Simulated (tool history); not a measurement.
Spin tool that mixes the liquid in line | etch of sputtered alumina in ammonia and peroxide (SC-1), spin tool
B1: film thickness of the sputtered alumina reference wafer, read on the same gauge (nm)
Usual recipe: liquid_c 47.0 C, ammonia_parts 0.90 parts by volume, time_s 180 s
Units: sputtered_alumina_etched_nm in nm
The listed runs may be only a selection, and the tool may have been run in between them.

{"run": 1, "hour": 0.0, "liquid_c": 47.0, "ammonia_parts": 0.9, "time_s": 180, "B1": 60.03, "sputtered_alumina_etched_nm": 5.6}
{"run": 2, "hour": 34.4, "liquid_c": 47.0, "ammonia_parts": 0.9, "time_s": 180, "B1": 59.99, "sputtered_alumina_etched_nm": 5.54}
{"run": 3, "hour": 49.8, "liquid_c": 47.0, "ammonia_parts": 0.9, "time_s": 180, "B1": 60.0, "sputtered_alumina_etched_nm": 5.52}
{"run": 4, "hour": 64.1, "liquid_c": 50.0, "ammonia_parts": 0.9, "time_s": 210, "B1": 59.99, "sputtered_alumina_etched_nm": 7.66}
{"run": 5, "hour": 97.7, "liquid_c": 47.0, "ammonia_parts": 0.9, "time_s": 180, "B1": 60.0, "sputtered_alumina_etched_nm": 5.49}
{"run": 6, "hour": 116.6, "liquid_c": 47.0, "ammonia_parts": 0.9, "time_s": 180, "B1": 59.97, "sputtered_alumina_etched_nm": 5.58}
{"run": 7, "hour": 141.4, "liquid_c": 47.0, "ammonia_parts": 0.9, "time_s": 180, "B1": 60.01, "sputtered_alumina_etched_nm": 5.45}
{"run": 8, "hour": 173.1, "liquid_c": 47.0, "ammonia_parts": 0.9, "time_s": 180, "B1": 59.97, "sputtered_alumina_etched_nm": 5.56}
{"run": 9, "hour": 189.0, "liquid_c": 47.0, "ammonia_parts": 0.9, "time_s": 180, "B1": 60.04, "sputtered_alumina_etched_nm": 5.47}
{"run": 10, "hour": 218.5, "liquid_c": 40.5, "ammonia_parts": 1.05, "time_s": 180, "B1": 59.98, "sputtered_alumina_etched_nm": 3.79}
{"run": 11, "hour": 252.2, "liquid_c": 53.0, "ammonia_parts": 0.65, "time_s": 235, "B1": 60.01, "sputtered_alumina_etched_nm": 12.09}
{"run": 12, "hour": 271.9, "liquid_c": 47.0, "ammonia_parts": 0.9, "time_s": 180, "B1": 59.99, "sputtered_alumina_etched_nm": 6.7}
{"run": 13, "hour": 302.1, "liquid_c": 47.0, "ammonia_parts": 0.9, "time_s": 95, "B1": 59.98, "sputtered_alumina_etched_nm": 3.55}
{"run": 14, "hour": 333.4, "liquid_c": 47.0, "ammonia_parts": 1.2, "time_s": 180, "B1": 60.02, "sputtered_alumina_etched_nm": 6.89}
{"run": 15, "hour": 366.0, "liquid_c": 39.5, "ammonia_parts": 0.9, "time_s": 275, "B1": 60.01, "sputtered_alumina_etched_nm": 6.68}
{"run": 16, "hour": 383.6, "liquid_c": 47.0, "ammonia_parts": 0.9, "time_s": 180, "B1": 60.02, "sputtered_alumina_etched_nm": 6.55}
{"run": 17, "hour": 409.2, "liquid_c": 38.0, "ammonia_parts": 0.9, "time_s": 90, "B1": 59.96, "sputtered_alumina_etched_nm": 1.95}
{"run": 18, "hour": 437.0, "liquid_c": 47.0, "ammonia_parts": 1.1, "time_s": 95, "B1": 60.03, "sputtered_alumina_etched_nm": 3.51}
{"run": 19, "hour": 461.3, "liquid_c": 47.0, "ammonia_parts": 0.9, "time_s": 180, "B1": 60.01, "sputtered_alumina_etched_nm": 6.54}
{"run": 20, "hour": 498.8, "liquid_c": 38.0, "ammonia_parts": 0.5, "time_s": 105, "B1": 60.01, "sputtered_alumina_etched_nm": 2.12}
{"run": 21, "hour": 528.5, "liquid_c": 53.0, "ammonia_parts": 1.1, "time_s": 180, "B1": 60.01, "sputtered_alumina_etched_nm": 9.15}

Put back what was entered between runs (5 entries, withheld): which listed runs does each sit between, and how does the hidden state differ from the listed run before to the listed run after?
In the gap between runs 9 and 10: new drum of ammonia solution connected (hour 202.3)
  temperature lost on the way to the wafer (K): 4.13 -> 4.19
  difference, measured minus the result without the unlogged condition, sputtered_alumina_etched_nm: -1.46 -> -1.08 nm
In the gap between runs 10 and 11: heated supply line repaired (hour 242.7)
  temperature lost on the way to the wafer (K): 4.19 -> 0.517
  difference, measured minus the result without the unlogged condition, sputtered_alumina_etched_nm: -1.08 -> -0.35 nm
In the gap between runs 14 and 15: ammonia flow meter replaced (hour 352.3); gauge calibrated (hour 364.5)
  temperature lost on the way to the wafer (K): 0.678 -> 0.743
  difference, measured minus the result without the unlogged condition, sputtered_alumina_etched_nm: -0.27 -> -0.30 nm
In the gap between runs 15 and 16: thermometer replaced (hour 378.5)
  temperature lost on the way to the wafer (K): 0.743 -> 0.778
  difference, measured minus the result without the unlogged condition, sputtered_alumina_etched_nm: -0.30 -> -0.30 nm
